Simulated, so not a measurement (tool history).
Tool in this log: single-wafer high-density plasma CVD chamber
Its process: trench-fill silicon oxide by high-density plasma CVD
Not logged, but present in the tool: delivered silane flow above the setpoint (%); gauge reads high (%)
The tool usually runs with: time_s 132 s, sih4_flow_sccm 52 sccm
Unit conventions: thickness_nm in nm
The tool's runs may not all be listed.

run,hour,time_s,sih4_flow_sccm,wafers since the last listed run,hours since the silane flow controller was replaced,hours since the gauge calibration,"read-back reference wafer on the same gauge, thickness_nm",thickness_nm
1,0.0,132,52,0,2056.0,4.2,820.517,704.346
2,11.5,132,52,97,2067.5,15.7,820.915,701.266
3,22.8,132,45,96,2078.8,27.0,821.181,630.711
4,40.7,142,52,152,2096.7,44.9,821.996,759.531
5,49.3,132,49,73,2105.3,53.5,822.295,672.672
# hour 64.3: silane flow controller replaced
6,64.8,132,52,63,0.5,69.0,823.116,706.162
7,74.3,145,45,80,10.0,78.5,822.535,694.654
8,80.9,124,61,56,16.6,85.1,822.919,751.200
9,98.4,132,52,148,34.1,102.6,823.996,706.041
10,111.4,123,49,110,47.1,115.6,824.190,630.997
11,124.5,132,52,111,60.2,128.7,824.573,706.850
# hour 130.5: gauge calibrated
12,134.3,132,52,83,70.0,3.8,821.444,701.955
13,147.4,139,58,111,83.1,16.9,821.624,808.299
14,163.0,146,47,132,98.7,32.5,822.398,720.126
15,176.0,143,61,110,111.7,45.5,822.531,865.393

Branching from run 15: 4 alternative next runs. What would each branch give?
A,176.4,156,52,3,112.1,45.9,?,?
B,176.4,139,42,3,112.1,45.9,?,?
C,176.4,132,62,3,112.1,45.9,?,?
D,176.4,121,62,3,112.1,45.9,?,?

run,"read-back reference wafer on the same gauge, thickness_nm",thickness_nm
A,822.025,834.439
B,822.025,632.643
C,822.025,811.345
D,822.025,743.733
With the hidden condition removed and each run's random variation left untouched, the same runs would have given:
run,thickness_nm
A,833.086
B,631.617
C,810.029
D,742.527

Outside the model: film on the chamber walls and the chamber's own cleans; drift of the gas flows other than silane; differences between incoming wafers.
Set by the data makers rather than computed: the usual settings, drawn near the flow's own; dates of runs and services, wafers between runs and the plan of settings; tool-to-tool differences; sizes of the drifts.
